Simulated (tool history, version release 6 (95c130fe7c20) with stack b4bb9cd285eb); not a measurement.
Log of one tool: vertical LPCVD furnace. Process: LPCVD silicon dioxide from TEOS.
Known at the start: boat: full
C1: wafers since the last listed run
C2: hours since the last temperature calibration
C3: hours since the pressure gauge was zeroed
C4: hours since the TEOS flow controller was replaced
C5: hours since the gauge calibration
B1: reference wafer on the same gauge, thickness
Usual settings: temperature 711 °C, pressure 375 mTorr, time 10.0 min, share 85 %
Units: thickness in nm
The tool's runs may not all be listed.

{"run": 1, "hour": 0.0, "temperature": 711, "pressure": 375, "time": 10.0, "share": 85, "C1": 0, "C2": 3328.8, "C3": 3557.6, "C4": 6223.8, "C5": 132.7, "B1": 92.99, "thickness": 123.73}
{"run": 2, "hour": 11.3, "temperature": 711, "pressure": 375, "time": 10.0, "share": 85, "C1": 144, "C2": 3340.1, "C3": 3568.9, "C4": 6235.1, "C5": 144.0, "B1": 92.99, "thickness": 123.65}
{"run": 3, "hour": 22.1, "temperature": 711, "pressure": 325, "time": 10.0, "share": 85, "C1": 138, "C2": 3350.9, "C3": 3579.7, "C4": 6245.9, "C5": 154.8, "B1": 92.9, "thickness": 115.24}
{"run": 4, "hour": 46.8, "temperature": 711, "pressure": 325, "time": 10.0, "share": 85, "C1": 315, "C2": 3375.6, "C3": 3604.4, "C4": 6270.6, "C5": 179.5, "B1": 93.03, "thickness": 115.49}
{"run": 5, "hour": 54.8, "temperature": 711, "pressure": 325, "time": 10.0, "share": 85, "C1": 102, "C2": 3383.6, "C3": 3612.4, "C4": 6278.6, "C5": 187.5, "B1": 92.99, "thickness": 115.19}
{"run": 6, "hour": 63.9, "temperature": 711, "pressure": 375, "time": 10.0, "share": 85, "C1": 116, "C2": 3392.7, "C3": 3621.5, "C4": 6287.7, "C5": 196.6, "B1": 93.01, "thickness": 123.79}
{"run": 7, "hour": 80.1, "temperature": 711, "pressure": 375, "time": 10.0, "share": 85, "C1": 207, "C2": 3408.9, "C3": 3637.7, "C4": 6303.9, "C5": 212.8, "B1": 92.92, "thickness": 123.52}
{"hour": 107.9, "done": "pressure gauge zeroed"}
{"hour": 116.6, "done": "TEOS flow controller replaced"}
{"run": 8, "hour": 117.1, "temperature": 711, "pressure": 375, "time": 10.0, "share": 85, "C1": 54, "C2": 3445.9, "C3": 9.2, "C4": 0.5, "C5": 249.8, "B1": 92.94, "thickness": 124.69}
{"run": 9, "hour": 120.4, "temperature": 711, "pressure": 375, "time": 10.0, "share": 85, "C1": 42, "C2": 3449.2, "C3": 12.5, "C4": 3.8, "C5": 253.1, "B1": 92.99, "thickness": 124.03}
{"run": 10, "hour": 126.6, "temperature": 711, "pressure": 375, "time": 10.0, "share": 85, "C1": 79, "C2": 3455.4, "C3": 18.7, "C4": 10.0, "C5": 259.3, "B1": 92.92, "thickness": 124.48}
{"run": 11, "hour": 133.4, "temperature": 719, "pressure": 375, "time": 7.5, "share": 77, "C1": 86, "C2": 3462.2, "C3": 25.5, "C4": 16.8, "C5": 266.1, "B1": 92.93, "thickness": 105.59}
{"run": 12, "hour": 149.8, "temperature": 701, "pressure": 375, "time": 10.0, "share": 97, "C1": 209, "C2": 3478.6, "C3": 41.9, "C4": 33.2, "C5": 282.5, "B1": 92.99, "thickness": 106.13}
{"run": 13, "hour": 161.3, "temperature": 711, "pressure": 375, "time": 8.0, "share": 85, "C1": 146, "C2": 3490.1, "C3": 53.4, "C4": 44.7, "C5": 294.0, "B1": 93.01, "thickness": 99.3}
{"run": 14, "hour": 173.9, "temperature": 711, "pressure": 465, "time": 8.5, "share": 74, "C1": 161, "C2": 3502.7, "C3": 66.0, "C4": 57.3, "C5": 306.6, "B1": 93.0, "thickness": 109.89}
{"run": 15, "hour": 182.7, "temperature": 711, "pressure": 375, "time": 10.0, "share": 85, "C1": 112, "C2": 3511.5, "C3": 74.8, "C4": 66.1, "C5": 315.4, "B1": 93.04, "thickness": 124.35}
{"run": 16, "hour": 189.8, "temperature": 711, "pressure": 375, "time": 10.0, "share": 85, "C1": 90, "C2": 3518.6, "C3": 81.9, "C4": 73.2, "C5": 322.5, "B1": 93.01, "thickness": 124.45}
{"hour": 214.0, "done": "thermocouples replaced and temperature profile calibrated"}
{"run": 17, "hour": 214.5, "temperature": 711, "pressure": 375, "time": 12.5, "share": 85, "C1": 8, "C2": 0.5, "C3": 106.6, "C4": 97.9, "C5": 347.2, "B1": 93.0, "thickness": 140.75}
{"run": 18, "hour": 217.8, "temperature": 701, "pressure": 375, "time": 10.0, "share": 72, "C1": 42, "C2": 3.8, "C3": 109.9, "C4": 101.2, "C5": 350.5, "B1": 92.99, "thickness": 82.32}
{"run": 19, "hour": 221.1, "temperature": 711, "pressure": 375, "time": 10.0, "share": 85, "C1": 42, "C2": 7.1, "C3": 113.2, "C4": 104.5, "C5": 353.8, "B1": 92.93, "thickness": 112.01}
{"run": 20, "hour": 225.2, "temperature": 702, "pressure": 460, "time": 12.0, "share": 78, "C1": 52, "C2": 11.2, "C3": 117.3, "C4": 108.6, "C5": 357.9, "B1": 93.0, "thickness": 116.13}
{"run": 21, "hour": 242.2, "temperature": 704, "pressure": 420, "time": 13.0, "share": 85, "C1": 217, "C2": 28.2, "C3": 134.3, "C4": 125.6, "C5": 374.9, "B1": 92.96, "thickness": 132.08}
{"run": 22, "hour": 257.4, "temperature": 700, "pressure": 375, "time": 8.0, "share": 97, "C1": 194, "C2": 43.4, "C3": 149.5, "C4": 140.8, "C5": 390.1, "B1": 93.03, "thickness": 74.39}
{"hour": 257.8, "done": "gauge calibrated"}
{"run": 23, "hour": 265.8, "temperature": 711, "pressure": 375, "time": 9.0, "share": 85, "C1": 107, "C2": 51.8, "C3": 157.9, "C4": 149.2, "C5": 8.0, "B1": 92.95, "thickness": 101.31}
{"run": 24, "hour": 272.4, "temperature": 701, "pressure": 295, "time": 8.0, "share": 85, "C1": 84, "C2": 58.4, "C3": 164.5, "C4": 155.8, "C5": 14.6, "B1": 93.02, "thickness": 63.28}
{"run": 25, "hour": 289.0, "temperature": 711, "pressure": 375, "time": 8.5, "share": 85, "C1": 212, "C2": 75.0, "C3": 181.1, "C4": 172.4, "C5": 31.2, "B1": 92.97, "thickness": 95.48}
{"run": 26, "hour": 300.6, "temperature": 719, "pressure": 375, "time": 10.0, "share": 85, "C1": 148, "C2": 86.6, "C3": 192.7, "C4": 184.0, "C5": 42.8, "B1": 92.99, "thickness": 134.49}
{"run": 27, "hour": 317.6, "temperature": 703, "pressure": 375, "time": 10.0, "share": 85, "C1": 217, "C2": 103.6, "C3": 209.7, "C4": 201.0, "C5": 59.8, "B1": 92.99, "thickness": 93.47}
{"run": 28, "hour": 333.8, "temperature": 711, "pressure": 315, "time": 12.5, "share": 77, "C1": 207, "C2": 119.8, "C3": 225.9, "C4": 217.2, "C5": 76.0, "B1": 93.02, "thickness": 122.27}
{"run": 29, "hour": 350.1, "temperature": 718, "pressure": 375, "time": 7.0, "share": 85, "C1": 208, "C2": 136.1, "C3": 242.2, "C4": 233.5, "C5": 92.3, "B1": 92.97, "thickness": 92.39}
{"run": 30, "hour": 356.3, "temperature": 711, "pressure": 375, "time": 10.0, "share": 85, "C1": 79, "C2": 142.3, "C3": 248.4, "C4": 239.7, "C5": 98.5, "B1": 93.05, "thickness": 112.65}
{"run": 31, "hour": 363.9, "temperature": 723, "pressure": 375, "time": 12.0, "share": 85, "C1": 97, "C2": 149.9, "C3": 256.0, "C4": 247.3, "C5": 106.1, "B1": 93.03, "thickness": 177.12}
{"run": 32, "hour": 379.6, "temperature": 702, "pressure": 440, "time": 13.0, "share": 71, "C1": 200, "C2": 165.6, "C3": 271.7, "C4": 263.0, "C5": 121.8, "B1": 92.99, "thickness": 117.75}

Forecast each of these 3 alternatives for the next run:
{"run": "A", "hour": 383.0, "temperature": 711, "pressure": 375, "time": 10.0, "share": 95, "C1": 43, "C2": 169.0, "C3": 275.1, "C4": 266.4, "C5": 125.2, "B1": "?", "thickness": "?"}
{"run": "B", "hour": 383.0, "temperature": 701, "pressure": 375, "time": 10.0, "share": 85, "C1": 43, "C2": 169.0, "C3": 275.1, "C4": 266.4, "C5": 125.2, "B1": "?", "thickness": "?"}
{"run": "C", "hour": 383.0, "temperature": 711, "pressure": 320, "time": 10.0, "share": 85, "C1": 43, "C2": 169.0, "C3": 275.1, "C4": 266.4, "C5": 125.2, "B1": "?", "thickness": "?"}

run=A B1=92.98 thickness=118.63
run=B B1=92.98 thickness=89.20
run=C B1=92.98 thickness=103.66
Without the tool's hidden state the same runs would have given:
run=A thickness=117.68
run=B thickness=88.47
run=C thickness=102.83
